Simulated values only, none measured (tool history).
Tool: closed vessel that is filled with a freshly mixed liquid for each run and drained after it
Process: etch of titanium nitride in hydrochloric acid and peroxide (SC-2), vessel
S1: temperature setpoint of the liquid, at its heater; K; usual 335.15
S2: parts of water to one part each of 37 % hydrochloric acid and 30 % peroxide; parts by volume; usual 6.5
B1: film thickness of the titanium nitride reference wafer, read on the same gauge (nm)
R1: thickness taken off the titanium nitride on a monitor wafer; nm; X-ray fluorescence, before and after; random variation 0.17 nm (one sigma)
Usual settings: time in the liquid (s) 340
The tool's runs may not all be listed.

{"run": 1, "hour": 0.0, "S1": 335.15, "S2": 6.5, "time in the liquid (s)": 495, "B1": 100.03, "R1": 60.72}
{"run": 2, "hour": 17.9, "S1": 335.15, "S2": 6.5, "time in the liquid (s)": 495, "B1": 100.0, "R1": 61.22}
{"run": 3, "hour": 31.7, "S1": 335.15, "S2": 6.5, "time in the liquid (s)": 495, "B1": 99.98, "R1": 61.02}
{"run": 4, "hour": 39.3, "S1": 335.15, "S2": 4.5, "time in the liquid (s)": 340, "B1": 99.99, "R1": 54.53}
{"run": 5, "hour": 46.7, "S1": 335.15, "S2": 4.5, "time in the liquid (s)": 340, "B1": 99.98, "R1": 54.68}
{"run": 6, "hour": 60.9, "S1": 335.15, "S2": 6.5, "time in the liquid (s)": 340, "B1": 100.0, "R1": 41.52}
{"run": 7, "hour": 78.7, "S1": 335.15, "S2": 6.5, "time in the liquid (s)": 340, "B1": 99.96, "R1": 41.99}
{"run": 8, "hour": 91.9, "S1": 335.15, "S2": 6.5, "time in the liquid (s)": 340, "B1": 100.0, "R1": 41.64}
{"hour": 99.9, "done": "thermometer replaced"}
{"run": 9, "hour": 100.4, "S1": 335.15, "S2": 6.5, "time in the liquid (s)": 225, "B1": 99.99, "R1": 22.92}
{"hour": 112.9, "done": "gauge calibrated"}
{"run": 10, "hour": 113.5, "S1": 335.15, "S2": 6.5, "time in the liquid (s)": 225, "B1": 100.0, "R1": 22.67}
{"run": 11, "hour": 119.6, "S1": 335.15, "S2": 6.5, "time in the liquid (s)": 225, "B1": 100.0, "R1": 22.61}
{"hour": 120.9, "done": "new drum of peroxide connected"}
{"run": 12, "hour": 131.5, "S1": 335.15, "S2": 5.0, "time in the liquid (s)": 340, "B1": 100.0, "R1": 42.09}
{"hour": 146.5, "done": "chemicals flow meter replaced"}
{"run": 13, "hour": 147.0, "S1": 335.15, "S2": 6.5, "time in the liquid (s)": 340, "B1": 99.98, "R1": 34.48}
{"run": 14, "hour": 154.4, "S1": 335.15, "S2": 6.5, "time in the liquid (s)": 400, "B1": 100.0, "R1": 40.92}
{"run": 15, "hour": 164.7, "S1": 335.15, "S2": 6.5, "time in the liquid (s)": 340, "B1": 99.99, "R1": 34.61}
{"run": 16, "hour": 173.4, "S1": 325.65, "S2": 9.5, "time in the liquid (s)": 275, "B1": 99.99, "R1": 11.34}
{"run": 17, "hour": 189.9, "S1": 335.15, "S2": 9.0, "time in the liquid (s)": 340, "B1": 99.98, "R1": 26.67}
{"run": 18, "hour": 201.2, "S1": 340.15, "S2": 6.5, "time in the liquid (s)": 525, "B1": 99.97, "R1": 72.86}
{"run": 19, "hour": 210.5, "S1": 335.15, "S2": 9.0, "time in the liquid (s)": 340, "B1": 100.02, "R1": 27.01}
{"run": 20, "hour": 217.4, "S1": 335.15, "S2": 4.0, "time in the liquid (s)": 500, "B1": 100.0, "R1": 72.14}
{"run": 21, "hour": 224.6, "S1": 341.65, "S2": 6.5, "time in the liquid (s)": 270, "B1": 100.01, "R1": 40.79}
{"run": 22, "hour": 233.0, "S1": 327.65, "S2": 9.0, "time in the liquid (s)": 415, "B1": 100.0, "R1": 20.48}
{"run": 23, "hour": 239.7, "S1": 338.65, "S2": 5.0, "time in the liquid (s)": 520, "B1": 100.0, "R1": 80.32}

3 ways to go on from here, each from the tool as it stands after run 23. What would each give?
{"run": "A", "hour": 240.4, "S1": 335.15, "S2": 6.5, "time in the liquid (s)": 340, "B1": "?", "R1": "?"}
{"run": "B", "hour": 240.4, "S1": 335.15, "S2": 5.0, "time in the liquid (s)": 250, "B1": "?", "R1": "?"}
{"run": "C", "hour": 240.4, "S1": 343.15, "S2": 4.0, "time in the liquid (s)": 505, "B1": "?", "R1": "?"}

run=A B1=100.01 R1=34.92
run=B B1=100.01 R1=31.18
run=C B1=100.01 R1=119.17
Without the tool's hidden state the same runs would have given:
run=A R1=34.42
run=B R1=30.74
run=C R1=117.56
